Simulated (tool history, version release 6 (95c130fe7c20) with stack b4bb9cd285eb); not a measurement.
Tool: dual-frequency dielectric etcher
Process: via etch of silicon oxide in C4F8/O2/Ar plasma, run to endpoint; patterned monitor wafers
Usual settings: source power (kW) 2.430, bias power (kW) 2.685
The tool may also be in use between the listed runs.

| run | day | source power (kW) | bias power (kW) | incoming incoming film thickness, nm | endpoint time (s) |
|---|---|---|---|---|---|
| 1 | 0.000 | 2.430 | 2.685 | 2039.4 | 353.0 |
|  | 3.062 | wet clean of the chamber |
| 2 | 3.083 | 2.430 | 2.685 | 2067.8 | 344.5 |
| 3 | 3.775 | 2.430 | 2.685 | 2061.9 | 345.5 |
| 4 | 6.608 | 2.430 | 2.685 | 2057.3 | 345.1 |
| 5 | 7.621 | 2.430 | 2.685 | 2049.2 | 344.5 |
| 6 | 10.617 | 2.430 | 2.685 | 2052.2 | 348.6 |
| 7 | 11.662 | 2.430 | 2.685 | 2073.2 | 352.6 |
| 8 | 14.117 | 2.430 | 2.685 | 2058.0 | 349.6 |
| 9 | 16.567 | 2.430 | 2.685 | 2058.4 | 352.8 |
| 10 | 17.983 | 2.020 | 2.898 | 2078.6 | 386.4 |
| 11 | 20.388 | 2.190 | 2.037 | 2070.9 | 405.9 |
|  | 21.908 | bias power generator calibrated |
|  | 22.146 | source power generator calibrated |
|  | 22.342 | wet clean of the chamber |
| 12 | 22.362 | 2.070 | 3.234 | 2037.6 | 347.7 |
|  | 23.850 | upper electrode replaced, of another model than before |
| 13 | 23.871 | 2.430 | 2.480 | 2066.9 | 346.3 |
| 14 | 25.950 | 2.660 | 3.228 | 2045.1 | 317.0 |
| 15 | 27.717 | 2.430 | 2.685 | 2046.4 | 341.8 |
| 16 | 30.392 | 2.430 | 2.377 | 2045.3 | 352.5 |
| 17 | 31.938 | 2.430 | 2.685 | 2054.3 | 345.1 |
| 18 | 34.262 | 2.670 | 2.118 | 2046.4 | 351.8 |

3 ways to go on from here, each from the tool as it stands after run 18. What would each give?
| A | 34.283 | 2.890 | 2.685 | 2062.6 | ? |
| B | 34.283 | 2.970 | 2.070 | 2062.6 | ? |
| C | 34.283 | 2.430 | 2.050 | 2062.6 | ? |

| run | endpoint time (s) |
|---|---|
| A | 333.9 |
| B | 347.7 |
| C | 368.1 |
Without the tool's hidden state the same runs would have given:
| run | endpoint time (s) |
|---|---|
| A | 326.4 |
| B | 339.8 |
| C | 359.7 |
